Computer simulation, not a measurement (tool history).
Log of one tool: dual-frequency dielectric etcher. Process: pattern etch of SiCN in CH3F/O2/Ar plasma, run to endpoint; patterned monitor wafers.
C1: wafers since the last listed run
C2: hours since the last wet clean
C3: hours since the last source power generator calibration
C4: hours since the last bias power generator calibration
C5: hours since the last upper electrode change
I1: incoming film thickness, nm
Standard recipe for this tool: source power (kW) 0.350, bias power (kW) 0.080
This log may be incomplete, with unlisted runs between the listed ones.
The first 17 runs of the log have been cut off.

{"day": 37.675, "done": "source power generator calibrated"}
{"run": 18, "day": 38.35, "source power (kW)": 0.43, "bias power (kW)": 0.1, "C1": 676, "C2": 337.6, "C3": 16.2, "C4": 3942.3, "C5": 62.0, "I1": 11.8, "endpoint time (s)": 28.0}
{"day": 39.917, "done": "bias power generator calibrated"}
{"run": 19, "day": 40.592, "source power (kW)": 0.39, "bias power (kW)": 0.098, "C1": 1032, "C2": 391.4, "C3": 70.0, "C4": 16.2, "C5": 115.8, "I1": 11.74, "endpoint time (s)": 28.9}
{"run": 20, "day": 43.158, "source power (kW)": 0.35, "bias power (kW)": 0.067, "C1": 1277, "C2": 453.0, "C3": 131.6, "C4": 77.8, "C5": 177.4, "I1": 11.84, "endpoint time (s)": 36.7}
{"day": 44.912, "done": "wet clean of the chamber"}
{"run": 21, "day": 46.129, "source power (kW)": 0.38, "bias power (kW)": 0.064, "C1": 980, "C2": 29.2, "C3": 202.9, "C4": 149.1, "C5": 248.7, "I1": 11.72, "endpoint time (s)": 36.6}
{"run": 22, "day": 47.55, "source power (kW)": 0.29, "bias power (kW)": 0.086, "C1": 707, "C2": 63.3, "C3": 237.0, "C4": 183.2, "C5": 282.8, "I1": 11.64, "endpoint time (s)": 33.2}
{"run": 23, "day": 48.833, "source power (kW)": 0.35, "bias power (kW)": 0.08, "C1": 638, "C2": 94.1, "C3": 267.8, "C4": 214.0, "C5": 313.6, "I1": 11.65, "endpoint time (s)": 33.0}
{"run": 24, "day": 50.804, "source power (kW)": 0.35, "bias power (kW)": 0.08, "C1": 980, "C2": 141.4, "C3": 315.1, "C4": 261.3, "C5": 360.9, "I1": 11.62, "endpoint time (s)": 32.8}
{"run": 25, "day": 52.412, "source power (kW)": 0.3, "bias power (kW)": 0.08, "C1": 800, "C2": 180.0, "C3": 353.7, "C4": 299.9, "C5": 399.5, "I1": 11.8, "endpoint time (s)": 34.7}
{"run": 26, "day": 53.921, "source power (kW)": 0.39, "bias power (kW)": 0.088, "C1": 750, "C2": 216.2, "C3": 389.9, "C4": 336.1, "C5": 435.7, "I1": 11.73, "endpoint time (s)": 30.5}
{"run": 27, "day": 55.604, "source power (kW)": 0.35, "bias power (kW)": 0.08, "C1": 837, "C2": 256.6, "C3": 430.3, "C4": 376.5, "C5": 476.1, "I1": 11.57, "endpoint time (s)": 32.4}
{"run": 28, "day": 57.217, "source power (kW)": 0.35, "bias power (kW)": 0.08, "C1": 802, "C2": 295.3, "C3": 469.0, "C4": 415.2, "C5": 514.8, "I1": 11.63, "endpoint time (s)": 32.7}
{"run": 29, "day": 58.662, "source power (kW)": 0.43, "bias power (kW)": 0.068, "C1": 719, "C2": 330.0, "C3": 503.7, "C4": 449.9, "C5": 549.5, "I1": 11.7, "endpoint time (s)": 34.0}
{"run": 30, "day": 61.062, "source power (kW)": 0.35, "bias power (kW)": 0.08, "C1": 1194, "C2": 387.6, "C3": 561.3, "C4": 507.5, "C5": 607.1, "I1": 11.56, "endpoint time (s)": 32.3}
{"run": 31, "day": 63.521, "source power (kW)": 0.26, "bias power (kW)": 0.08, "C1": 1223, "C2": 446.6, "C3": 620.3, "C4": 566.5, "C5": 666.1, "I1": 11.57, "endpoint time (s)": 35.3}
{"run": 32, "day": 65.838, "source power (kW)": 0.3, "bias power (kW)": 0.06, "C1": 1153, "C2": 502.2, "C3": 675.9, "C4": 622.1, "C5": 721.7, "I1": 11.67, "endpoint time (s)": 40.3}
{"run": 33, "day": 68.779, "source power (kW)": 0.42, "bias power (kW)": 0.07, "C1": 1464, "C2": 572.8, "C3": 746.5, "C4": 692.7, "C5": 792.3, "I1": 11.67, "endpoint time (s)": 33.5}
{"run": 34, "day": 70.917, "source power (kW)": 0.32, "bias power (kW)": 0.08, "C1": 1063, "C2": 624.1, "C3": 797.8, "C4": 744.0, "C5": 843.6, "I1": 11.7, "endpoint time (s)": 33.8}
{"day": 72.108, "done": "wet clean of the chamber"}
{"run": 35, "day": 73.508, "source power (kW)": 0.35, "bias power (kW)": 0.08, "C1": 792, "C2": 33.6, "C3": 860.0, "C4": 806.2, "C5": 905.8, "I1": 11.8, "endpoint time (s)": 33.4}
{"run": 36, "day": 75.375, "source power (kW)": 0.39, "bias power (kW)": 0.08, "C1": 929, "C2": 78.4, "C3": 904.8, "C4": 851.0, "C5": 950.6, "I1": 11.68, "endpoint time (s)": 32.0}

Predict each of these 3 candidate next runs independently; none follows another, all start after run 36:
{"run": "A", "day": 75.392, "source power (kW)": 0.31, "bias power (kW)": 0.08, "C1": 8, "C2": 78.8, "C3": 905.2, "C4": 851.4, "C5": 951.0, "I1": 11.77, "endpoint time (s)": "?"}
{"run": "B", "day": 75.392, "source power (kW)": 0.35, "bias power (kW)": 0.096, "C1": 8, "C2": 78.8, "C3": 905.2, "C4": 851.4, "C5": 951.0, "I1": 11.77, "endpoint time (s)": "?"}
{"run": "C", "day": 75.392, "source power (kW)": 0.39, "bias power (kW)": 0.062, "C1": 8, "C2": 78.8, "C3": 905.2, "C4": 851.4, "C5": 951.0, "I1": 11.77, "endpoint time (s)": "?"}

run=A endpoint_time_(s)=34.1
run=B endpoint_time_(s)=29.9
run=C endpoint_time_(s)=36.8
Stripped of hidden state, with their random variation kept, the same runs would have yielded:
run=A endpoint_time_(s)=34.1
run=B endpoint_time_(s)=29.9
run=C endpoint_time_(s)=36.8

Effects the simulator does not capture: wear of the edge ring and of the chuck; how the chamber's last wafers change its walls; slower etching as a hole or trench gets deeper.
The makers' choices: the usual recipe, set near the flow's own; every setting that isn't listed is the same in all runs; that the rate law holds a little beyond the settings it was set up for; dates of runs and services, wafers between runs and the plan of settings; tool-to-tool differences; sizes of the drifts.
